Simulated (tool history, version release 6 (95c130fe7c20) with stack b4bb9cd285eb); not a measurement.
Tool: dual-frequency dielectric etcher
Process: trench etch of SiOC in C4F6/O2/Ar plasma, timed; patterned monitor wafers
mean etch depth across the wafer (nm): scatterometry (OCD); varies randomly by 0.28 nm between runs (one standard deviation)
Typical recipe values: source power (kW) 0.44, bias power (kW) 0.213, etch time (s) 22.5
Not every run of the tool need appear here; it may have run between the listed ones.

| run | hour | source power (kW) | bias power (kW) | etch time (s) | read-back reference wafer on the same gauge, depth_nm | mean etch depth across the wafer (nm) |
|---|---|---|---|---|---|---|
| 1 | 0 | 0.44 | 0.213 | 22.5 | 54.1 | 50.4 |
| 2 | 26.3 | 0.44 | 0.213 | 22.5 | 53.9 | 50.1 |
| 3 | 42.9 | 0.44 | 0.213 | 26.5 | 53.9 | 59.2 |
| 4 | 68.7 | 0.44 | 0.213 | 26.5 | 54 | 58.5 |
| 5 | 80.9 | 0.44 | 0.213 | 17 | 54.1 | 38.2 |
| 6 | 100 | 0.44 | 0.213 | 22.5 | 54 | 49.6 |
|  | 139.6 | wet clean of the chamber |
| 7 | 140.1 | 0.52 | 0.213 | 22.5 | 54.1 | 58.8 |
|  | 150.3 | bias power generator calibrated |
| 8 | 155.6 | 0.52 | 0.213 | 22.5 | 54.1 | 58.5 |
| 9 | 182.1 | 0.52 | 0.213 | 22.5 | 54 | 58.3 |
| 10 | 197 | 0.44 | 0.199 | 18 | 54 | 43.5 |
|  | 205.2 | gauge calibrated |
| 11 | 216.8 | 0.44 | 0.213 | 22.5 | 54 | 55.5 |
|  | 269.8 | wet clean of the chamber, repeated, since the last time left the tool worse |
|  | 288.6 | upper electrode replaced |
| 12 | 289.1 | 0.44 | 0.213 | 22.5 | 54 | 51.9 |
| 13 | 289.4 | 0.51 | 0.176 | 22.5 | 54 | 51.7 |
| 14 | 292.6 | 0.47 | 0.171 | 17 | 54 | 37.4 |

Run 15 has not been measured yet. What should we expect?
| 15 | 315.1 | 0.44 | 0.213 | 22.5 | ? | ? |

Run 15 yielded read-back reference wafer on the same gauge, depth_nm 53.9, mean etch depth across the wafer (nm) 51.9.
If the tool had no hidden condition, the same run with the same run-to-run variation would have returned mean etch depth across the wafer (nm) 52.
